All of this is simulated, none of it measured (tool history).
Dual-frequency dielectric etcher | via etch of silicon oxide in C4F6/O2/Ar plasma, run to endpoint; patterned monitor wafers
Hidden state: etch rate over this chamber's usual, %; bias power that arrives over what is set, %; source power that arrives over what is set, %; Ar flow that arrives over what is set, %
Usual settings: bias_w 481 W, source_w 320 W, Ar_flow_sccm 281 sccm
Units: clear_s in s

run,hour,bias_w,source_w,Ar_flow_sccm,wafers since the last listed run,hours since the last wet clean,hours since the last bias power generator calibration,hours since the last source power generator calibration,hours since the last Ar flow controller change,hours since the last upper electrode change,"incoming incoming film thickness, nm",clear_s
1,0,481,320,281,0,640.5,2625.6,1088.4,1060.1,2083.7,123.3,28.3
# hour 47.7: wet clean of the chamber
2,62.9,481,320,281,364,15.2,2688.5,1151.3,1123,2146.6,123.8,29.6
3,127.2,481,320,281,602,79.5,2752.8,1215.6,1187.3,2210.9,122.8,29.4
4,209.3,481,320,281,768,161.6,2834.9,1297.7,1269.4,2293,122.5,29.1
5,290.4,481,320,281,759,242.7,2916,1378.8,1350.5,2374.1,123.3,29.4
6,339.2,481,320,281,456,291.5,2964.8,1427.6,1399.3,2422.9,121.8,28.8
7,433.3,481,320,281,881,385.6,3058.9,1521.7,1493.4,2517,121.9,28.8
# hour 481.8: source power generator calibrated
# hour 483.5: bias power generator calibrated
8,497.9,481,320,281,551,450.2,14.4,16.1,1558,2581.6,123.4,28
9,594.4,387,320,250,903,546.7,110.9,112.6,1654.5,2678.1,123.2,30.6
# hour 621.4: wet clean of the chamber
10,666.3,363,280,302,448,44.9,182.8,184.5,1726.4,2750,122.2,35.2
11,715.9,446,320,327,464,94.5,232.4,234.1,1776,2799.6,122.8,29.9
12,775,481,320,281,553,153.6,291.5,293.2,1835.1,2858.7,123.9,29
13,843.5,481,350,281,641,222.1,360,361.7,1903.6,2927.2,120.8,26.8
14,944.4,375,320,281,944,323,460.9,462.6,2004.5,3028.1,123,31.6
15,1045.1,481,390,281,942,423.7,561.6,563.3,2105.2,3128.8,123.2,25.5
16,1129.3,410,320,328,788,507.9,645.8,647.5,2189.4,3213,123.4,30.6
# hour 1153.3: Ar flow controller replaced
# hour 1170.1: upper electrode replaced
17,1178.2,596,370,218,244,556.8,694.7,696.4,24.9,8.1,122.4,23.3
# hour 1208.3: wet clean of the chamber
18,1241.5,481,320,281,368,33.2,758,759.7,88.2,71.4,122.5,28.7
19,1304.9,481,320,313,593,96.6,821.4,823.1,151.6,134.8,122.7,29.1
20,1350.9,481,290,225,430,142.6,867.4,869.1,197.6,180.8,122.7,30
21,1410.7,368,340,222,559,202.4,927.2,928.9,257.4,240.6,123.6,31.1
22,1460,545,290,346,461,251.7,976.5,978.2,306.7,289.9,121.2,28.5
23,1522.2,481,320,281,582,313.9,1038.7,1040.4,368.9,352.1,122.6,28.4
24,1619.8,481,260,214,913,411.5,1136.3,1138,466.5,449.7,122.5,31.1
25,1698.9,414,340,234,740,490.6,1215.4,1217.1,545.6,528.8,122.6,29
26,1761.9,481,320,281,589,553.6,1278.4,1280.1,608.6,591.8,121.9,27.8
# hour 1821: wet clean of the chamber
27,1856.6,481,320,281,662,35.6,1373.1,1374.8,703.3,686.5,122.7,28.9
28,1928.6,481,240,281,674,107.6,1445.1,1446.8,775.3,758.5,121.8,33.7

Forecast each of these 5 alternatives for the next run:
A,1929,553,320,281,3,108,1445.5,1447.2,775.7,758.9,122.5,?
B,1929,413,300,345,3,108,1445.5,1447.2,775.7,758.9,122.5,?
C,1929,481,280,281,3,108,1445.5,1447.2,775.7,758.9,122.5,?
D,1929,387,250,249,3,108,1445.5,1447.2,775.7,758.9,122.5,?
E,1929,592,260,233,3,108,1445.5,1447.2,775.7,758.9,122.5,?

run,clear_s
A,27.2
B,32.4
C,31
D,36.2
E,29.2
Without the tool's hidden state the same runs would have given:
run,clear_s
A,27.1
B,32.3
C,30.9
D,36.1
E,29.1
